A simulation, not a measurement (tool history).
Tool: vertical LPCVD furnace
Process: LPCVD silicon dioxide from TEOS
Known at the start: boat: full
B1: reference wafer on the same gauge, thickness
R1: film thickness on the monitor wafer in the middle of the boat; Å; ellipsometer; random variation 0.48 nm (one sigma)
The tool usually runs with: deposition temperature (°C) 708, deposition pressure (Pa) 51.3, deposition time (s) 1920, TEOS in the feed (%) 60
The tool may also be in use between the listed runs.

Run 1, hour 0.0: usual settings but deposition temperature (°C) 716; B1 246.11. Result: R1 3927.7 Å.
Run 2, hour 26.3: usual settings but deposition time (s) 1740; B1 246.08. Result: R1 2990.6 Å.
Run 3, hour 47.7: usual settings; B1 245.93. Result: R1 3285.6 Å.
Run 4, hour 81.9: usual settings; B1 245.95. Result: R1 3287.0 Å.
Run 5, hour 109.7: usual settings; B1 246.03. Result: R1 3286.5 Å.
Run 6, hour 137.3: usual settings; B1 245.99. Result: R1 3291.3 Å.
Run 7, hour 169.0: usual settings; B1 246.12. Result: R1 3293.8 Å.
At hour 170.4: gauge calibrated.
At hour 206.8: thermocouples replaced and temperature profile calibrated.
Run 8, hour 207.3: usual settings but deposition time (s) 2640, TEOS in the feed (%) 53; B1 246.01. Result: R1 3873.3 Å.
Run 9, hour 229.4: usual settings but deposition pressure (Pa) 56.0; B1 246.09. Result: R1 3135.8 Å.
At hour 258.7: pressure gauge zeroed.
At hour 261.2: TEOS flow controller replaced.
Run 10, hour 261.7: usual settings but deposition temperature (°C) 703, TEOS in the feed (%) 65; B1 245.98. Result: R1 2793.2 Å.
Run 11, hour 284.2: usual settings but deposition temperature (°C) 700, deposition pressure (Pa) 62.7, deposition time (s) 2400, TEOS in the feed (%) 57; B1 246.01. Result: R1 3370.4 Å.
Run 12, hour 314.8: usual settings but deposition temperature (°C) 703, deposition pressure (Pa) 62.0, deposition time (s) 2280; B1 246.00. Result: R1 3510.3 Å.
Run 13, hour 344.8: usual settings; B1 245.90. Result: R1 3026.2 Å.
Run 14, hour 367.9: usual settings but deposition pressure (Pa) 46.0, deposition time (s) 2430; B1 246.05. Result: R1 3623.0 Å.
Run 15, hour 388.1: usual settings but deposition temperature (°C) 715, deposition time (s) 2370, TEOS in the feed (%) 68; B1 246.17. Result: R1 4665.6 Å.

State the hidden condition of the tool at each of the runs:
true pressure minus gauge reading, mTorr: 0 on each run
deviation of the TEOS flow from its setpoint, %: 0 on each run
gauge reads high (%): 0 on each run
H1: true tube temperature minus thermocouple reading, K
run     H1
  1   4.61
  2   4.61
  3   4.62
  4   4.62
  5   4.63
  6   4.64
  7   4.64
  8  0.517
  9   0.58
 10  0.671
 11  0.733
 12  0.816
 13  0.896
 14  0.956
 15   1.01

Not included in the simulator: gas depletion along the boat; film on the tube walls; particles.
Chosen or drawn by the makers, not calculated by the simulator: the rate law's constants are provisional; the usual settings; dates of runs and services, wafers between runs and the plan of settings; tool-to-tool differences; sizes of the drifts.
